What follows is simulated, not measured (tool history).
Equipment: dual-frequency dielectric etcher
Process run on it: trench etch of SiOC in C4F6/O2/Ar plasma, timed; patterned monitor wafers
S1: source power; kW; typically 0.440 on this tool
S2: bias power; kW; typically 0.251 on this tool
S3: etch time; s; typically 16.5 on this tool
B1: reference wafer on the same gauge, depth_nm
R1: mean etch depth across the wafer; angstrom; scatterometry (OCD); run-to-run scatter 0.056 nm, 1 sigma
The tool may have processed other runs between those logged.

run     day     S1     S2    S3     B1     R1
  1   0.000  0.440  0.251  13.0  29.90  267.7
  2   1.154  0.440  0.251  13.0  29.90  266.2
  3   2.108  0.440  0.285  16.5  29.90  360.8
  4   2.700  0.440  0.285  16.5  29.89  359.8
  5   3.983  0.440  0.285  16.5  29.90  360.9
  6   4.850  0.440  0.251  16.5  29.90  337.8
  7   5.379  0.440  0.251  16.5  29.90  337.2
      7.125  -- wet clean of the chamber
  8   8.746  0.440  0.251  16.5  29.91  341.5
      9.938  -- upper electrode replaced
  9   9.958  0.440  0.275  15.0  29.89  324.2
 10  11.004  0.440  0.275  15.0  29.91  324.5
     13.617  -- bias power generator calibrated
 11  13.708  0.440  0.275  15.0  29.90  316.1
 12  15.062  0.360  0.209  16.5  29.90  275.0
     15.842  -- source power generator calibrated
 13  16.212  0.510  0.298  18.5  29.90  431.9
 14  17.338  0.370  0.251  16.5  29.90  307.6
 15  17.904  0.520  0.251  13.0  29.90  281.2

Run 16 has not been measured yet. What should we expect?
     22.208  -- wet clean of the chamber
 16  22.229  0.440  0.251  16.5   ?   ?

B1: 29.90
R1: 335.2 angstrom
On a tool with no hidden condition, and with the same random variation, this run would have come out at R1 334.2 angstrom.
